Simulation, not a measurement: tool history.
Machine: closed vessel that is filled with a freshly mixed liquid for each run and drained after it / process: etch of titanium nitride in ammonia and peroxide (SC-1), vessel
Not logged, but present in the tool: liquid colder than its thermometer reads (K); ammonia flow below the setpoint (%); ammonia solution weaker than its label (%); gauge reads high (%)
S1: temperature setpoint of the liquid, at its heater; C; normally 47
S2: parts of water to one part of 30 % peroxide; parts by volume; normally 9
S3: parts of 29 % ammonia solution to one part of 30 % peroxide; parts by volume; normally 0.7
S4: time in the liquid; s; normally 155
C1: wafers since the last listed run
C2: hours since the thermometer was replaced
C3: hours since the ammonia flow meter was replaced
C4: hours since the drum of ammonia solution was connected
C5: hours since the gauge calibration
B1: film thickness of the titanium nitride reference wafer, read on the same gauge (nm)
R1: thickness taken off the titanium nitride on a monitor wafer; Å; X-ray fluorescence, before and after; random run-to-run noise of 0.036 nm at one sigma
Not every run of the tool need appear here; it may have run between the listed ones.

| run | hour | S1 | S2 | S3 | S4 | C1 | C2 | C3 | C4 | C5 | B1 | R1 |
|---|---|---|---|---|---|---|---|---|---|---|---|---|
| 1 | 0 | 47 | 9 | 0.9 | 195 | 0 | 1824.9 | 1154.2 | 952.2 | 641.2 | 49.99 | 108.8 |
|  | 31.3 | new drum of ammonia solution connected |
| 2 | 40.2 | 47 | 9 | 0.9 | 195 | 2971 | 1865.1 | 1194.4 | 8.9 | 681.4 | 49.98 | 111 |
| 3 | 96.6 | 47 | 11 | 0.6 | 155 | 4274 | 1921.5 | 1250.8 | 65.3 | 737.8 | 50.01 | 74.3 |
| 4 | 144.9 | 47 | 11 | 0.6 | 155 | 3660 | 1969.8 | 1299.1 | 113.6 | 786.1 | 50 | 73.6 |
| 5 | 176.1 | 47 | 9 | 0.7 | 155 | 2364 | 2001 | 1330.3 | 144.8 | 817.3 | 50.03 | 84 |
| 6 | 220.6 | 47 | 9 | 0.7 | 155 | 3372 | 2045.5 | 1374.8 | 189.3 | 861.8 | 50.02 | 84.4 |
|  | 225.4 | gauge calibrated |
| 7 | 255.1 | 47 | 9 | 0.7 | 155 | 2614 | 2080 | 1409.3 | 223.8 | 29.7 | 49.99 | 84.4 |
| 8 | 308 | 47 | 9 | 0.7 | 155 | 4009 | 2132.9 | 1462.2 | 276.7 | 82.6 | 49.99 | 83.5 |
| 9 | 358.6 | 50 | 9 | 0.7 | 210 | 3835 | 2183.5 | 1512.8 | 327.3 | 133.2 | 49.99 | 139.7 |
| 10 | 383.1 | 50 | 9 | 0.7 | 210 | 1856 | 2208 | 1537.3 | 351.8 | 157.7 | 49.98 | 139.2 |
|  | 419.3 | ammonia flow meter replaced |
| 11 | 447.2 | 50 | 9 | 0.7 | 210 | 4782 | 2272.1 | 27.9 | 415.9 | 221.8 | 50 | 138.6 |
| 12 | 656.3 | 47 | 11 | 0.7 | 155 | 15848 | 2481.2 | 237 | 625 | 430.9 | 50 | 75.2 |
| 13 | 707.7 | 47 | 9 | 0.7 | 155 | 3895 | 2532.6 | 288.4 | 676.4 | 482.3 | 50 | 83.1 |
|  | 709.3 | thermometer replaced |
| 14 | 763.8 | 50 | 9 | 0.7 | 210 | 4176 | 54.5 | 344.5 | 732.5 | 538.4 | 50.01 | 141 |
| 15 | 803.2 | 47 | 9 | 0.7 | 155 | 2986 | 93.9 | 383.9 | 771.9 | 577.8 | 49.98 | 84.8 |
| 16 | 833.5 | 47 | 13.5 | 0.7 | 85 | 2296 | 124.2 | 414.2 | 802.2 | 608.1 | 49.99 | 37.8 |
| 17 | 880.2 | 43.5 | 9 | 0.7 | 155 | 3539 | 170.9 | 460.9 | 848.9 | 654.8 | 50.02 | 65.5 |
| 18 | 937.6 | 47 | 9 | 0.7 | 125 | 4350 | 228.3 | 518.3 | 906.3 | 712.2 | 50.02 | 67.7 |
|  | 980.1 | gauge calibrated |
| 19 | 987.4 | 47 | 9 | 0.7 | 155 | 3774 | 278.1 | 568.1 | 956.1 | 7.3 | 50.01 | 84.1 |
|  | 1006.8 | new drum of ammonia solution connected |
| 20 | 1035.2 | 54 | 13 | 0.7 | 155 | 3547 | 325.9 | 615.9 | 28.4 | 55.1 | 49.99 | 116.2 |
| 21 | 1106.2 | 47 | 9 | 0.7 | 210 | 5381 | 396.9 | 686.9 | 99.4 | 126.1 | 49.99 | 116.7 |
| 22 | 1166.4 | 47 | 13 | 0.55 | 155 | 4562 | 457.1 | 747.1 | 159.6 | 186.3 | 50.01 | 67.8 |
| 23 | 1263.2 | 44 | 9 | 1.05 | 120 | 7336 | 553.9 | 843.9 | 256.4 | 283.1 | 50 | 57 |
| 24 | 1289 | 55 | 7.5 | 0.35 | 245 | 1955 | 579.7 | 869.7 | 282.2 | 308.9 | 50.01 | 230.3 |
| 25 | 1329.4 | 47 | 9 | 0.7 | 115 | 3062 | 620.1 | 910.1 | 322.6 | 349.3 | 49.99 | 63.6 |
| 26 | 1376.9 | 47 | 9 | 0.7 | 155 | 3600 | 667.6 | 957.6 | 370.1 | 396.8 | 49.99 | 85.1 |
| 27 | 1443.5 | 47 | 13.5 | 1 | 85 | 5047 | 734.2 | 1024.2 | 436.7 | 463.4 | 50 | 39.8 |

State the hidden condition of the tool at each of the runs:
ammonia flow below the setpoint (%): 0, the same for each run
gauge reads high (%): 0, the same for each run
H1: liquid colder than its thermometer reads (K)
H2: ammonia solution weaker than its label (%)
| run | H1 | H2 |
|---|---|---|
| 1 | 0.333 | 10.6 |
| 2 | 0.34 | 1.66 |
| 3 | 0.349 | 2.27 |
| 4 | 0.358 | 2.79 |
| 5 | 0.363 | 3.13 |
| 6 | 0.37 | 3.61 |
| 7 | 0.376 | 3.98 |
| 8 | 0.385 | 4.56 |
| 9 | 0.394 | 5.1 |
| 10 | 0.398 | 5.37 |
| 11 | 0.409 | 6.06 |
| 12 | 0.444 | 8.32 |
| 13 | 0.453 | 8.88 |
| 14 | 0.0647 | 9.48 |
| 15 | 0.0714 | 9.91 |
| 16 | 0.0765 | 10.2 |
| 17 | 0.0844 | 10.7 |
| 18 | 0.0941 | 11.4 |
| 19 | 0.102 | 11.9 |
| 20 | 0.111 | 0.872 |
| 21 | 0.123 | 1.64 |
| 22 | 0.133 | 2.29 |
| 23 | 0.149 | 3.34 |
| 24 | 0.153 | 3.61 |
| 25 | 0.16 | 4.05 |
| 26 | 0.168 | 4.56 |
| 27 | 0.179 | 5.28 |
